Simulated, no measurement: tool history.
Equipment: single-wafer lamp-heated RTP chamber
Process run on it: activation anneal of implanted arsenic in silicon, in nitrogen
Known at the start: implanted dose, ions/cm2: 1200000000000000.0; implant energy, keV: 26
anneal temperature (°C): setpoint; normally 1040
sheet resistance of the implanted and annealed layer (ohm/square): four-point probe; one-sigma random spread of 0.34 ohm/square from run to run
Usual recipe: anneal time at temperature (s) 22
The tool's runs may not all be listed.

run	hour	anneal temperature (°C)	anneal time at temperature (s)	wafers since the last listed run	wafers since the last pyrometer calibration	wafers since the reflector plate was cleaned	hours since the gauge calibration	read-back reference wafer on the same gauge, sheet resistance	sheet resistance of the implanted and annealed layer (ohm/square)
1	0	1040	22	0	647	10731	401.8	117.97	105.89
2	15.4	1040	22	232	879	10963	417.2	117.9	105.67
3	28.6	1040	22	199	1079	11163	430.4	118.04	106
4	121.5	1040	22	1402	2481	12566	523.3	118.11	105.29
# hour 139.3: pyrometer window cleaned and pyrometer calibrated
5	153.2	1040	22	357	209	12924	555	117.96	107.09
6	176.5	1040	22	351	561	13275	578.3	117.96	105.99
7	205.8	1040	22	442	1003	13718	607.6	117.94	105.97
# hour 247.1: reflector plate cleaned
8	247.6	1040	22	510	1514	6	649.4	117.97	105.33
9	271.2	1040	22	356	1870	363	673	118.01	105.18
10	291.1	1040	22	300	2171	663	692.9	118.06	105.25
# hour 319.6: pyrometer window cleaned and pyrometer calibrated
11	320.1	1040	22	317	7	980	721.9	118.04	107.54
# hour 350.4: gauge calibrated
12	351.5	1040	22	474	481	1455	1.1	117.96	106.15
13	375.8	1040	22	366	848	1822	25.4	117.9	105.96
14	400.3	1059	29	369	1218	2191	49.9	118	100.38
15	428.1	1020	26	419	1638	2611	77.7	118.06	108.45
16	449.8	1065	29	327	1965	2939	99.4	117.95	98.61
17	472.6	1031	18	344	2310	3283	122.2	118.08	109.15
18	491.9	1032	32	291	2601	3575	141.5	118.07	103.63
# hour 511.6: pyrometer window cleaned and pyrometer calibrated
19	523.8	1065	29	360	184	3936	173.4	117.92	99.47
20	568.3	1058	22	672	856	4608	217.9	117.95	103.7
21	583.7	1040	22	232	1089	4840	233.3	118.08	106.03
22	602.3	1028	32	280	1369	5121	251.9	117.91	104.77
23	628.3	1040	22	392	1762	5514	277.9	118.14	105.79
24	650.3	1052	29	332	2094	5846	299.9	117.97	100.73
25	674.8	1055	33	369	2464	6216	324.4	117.93	98.94
26	695.4	1040	22	311	2775	6527	345	117.95	104.46

Forecast each of these 4 alternatives for the next run:
A	695.8	1015	22	6	2781	6533	345.4	?	?
B	695.8	1018	16	6	2781	6533	345.4	?	?
C	695.8	1052	34	6	2781	6533	345.4	?	?
D	695.8	1040	35	6	2781	6533	345.4	?	?

run	read-back reference wafer on the same gauge, sheet resistance	sheet resistance of the implanted and annealed layer (ohm/square)
A	117.99	109.81
B	117.99	111.83
C	117.99	98.93
D	117.99	100.99
Stripped of hidden state, with their random variation kept, the same runs would have yielded:
run	sheet resistance of the implanted and annealed layer (ohm/square)
A	112.06
B	114.01
C	101.12
D	103.21
